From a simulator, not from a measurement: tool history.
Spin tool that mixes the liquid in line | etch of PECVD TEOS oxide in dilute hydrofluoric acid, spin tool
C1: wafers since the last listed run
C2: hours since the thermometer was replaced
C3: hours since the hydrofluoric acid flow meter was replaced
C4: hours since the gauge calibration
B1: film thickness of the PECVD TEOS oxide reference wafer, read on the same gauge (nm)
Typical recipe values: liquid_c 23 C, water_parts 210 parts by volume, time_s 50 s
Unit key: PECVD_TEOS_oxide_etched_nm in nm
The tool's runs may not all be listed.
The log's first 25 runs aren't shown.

run 26 hour=2007 | liquid_c=23 water_parts=210 time_s=25 | C1=748 C2=137.1 C3=174.2 C4=216.1 | B1=60.01 | PECVD_TEOS_oxide_etched_nm=2.77
run 27 hour=2108.5 | liquid_c=23 water_parts=210 time_s=70 | C1=1111 C2=238.6 C3=275.7 C4=317.6 | B1=60.02 | PECVD_TEOS_oxide_etched_nm=7.8
run 28 hour=2149.8 | liquid_c=27 water_parts=150 time_s=75 | C1=452 C2=279.9 C3=317 C4=358.9 | B1=60.01 | PECVD_TEOS_oxide_etched_nm=14.29
run 29 hour=2199.1 | liquid_c=26 water_parts=115 time_s=40 | C1=539 C2=329.2 C3=366.3 C4=408.2 | B1=59.98 | PECVD_TEOS_oxide_etched_nm=10.02
run 30 hour=2252 | liquid_c=23 water_parts=210 time_s=50 | C1=579 C2=382.1 C3=419.2 C4=461.1 | B1=59.99 | PECVD_TEOS_oxide_etched_nm=5.55
run 31 hour=2326.2 | liquid_c=27.5 water_parts=180 time_s=50 | C1=812 C2=456.3 C3=493.4 C4=535.3 | B1=60 | PECVD_TEOS_oxide_etched_nm=7.86
run 32 hour=2371.7 | liquid_c=23 water_parts=210 time_s=50 | C1=498 C2=501.8 C3=538.9 C4=580.8 | B1=60.03 | PECVD_TEOS_oxide_etched_nm=5.52
run 33 hour=2418 | liquid_c=26 water_parts=110 time_s=50 | C1=506 C2=548.1 C3=585.2 C4=627.1 | B1=59.99 | PECVD_TEOS_oxide_etched_nm=13.17
run 34 hour=2486.5 | liquid_c=25 water_parts=130 time_s=50 | C1=750 C2=616.6 C3=653.7 C4=695.6 | B1=59.98 | PECVD_TEOS_oxide_etched_nm=10.46

Consider 3 possible next runs. They are alternatives, not a sequence: every one starts from the tool as it was left by run 34. What does each give?
run A hour=2486.9 | liquid_c=23 water_parts=210 time_s=50 | C1=4 C2=617 C3=654.1 C4=696 | B1=? | PECVD_TEOS_oxide_etched_nm=?
run B hour=2486.9 | liquid_c=18 water_parts=145 time_s=35 | C1=4 C2=617 C3=654.1 C4=696 | B1=? | PECVD_TEOS_oxide_etched_nm=?
run C hour=2486.9 | liquid_c=20 water_parts=290 time_s=25 | C1=4 C2=617 C3=654.1 C4=696 | B1=? | PECVD_TEOS_oxide_etched_nm=?

run=A B1=60 PECVD_TEOS_oxide_etched_nm=5.49
run=B B1=60 PECVD_TEOS_oxide_etched_nm=4.9
run=C B1=60 PECVD_TEOS_oxide_etched_nm=1.65
The same runs, with their run-to-run variation unchanged, on a tool lacking any hidden condition would have given:
run=A PECVD_TEOS_oxide_etched_nm=5.49
run=B PECVD_TEOS_oxide_etched_nm=4.9
run=C PECVD_TEOS_oxide_etched_nm=1.65
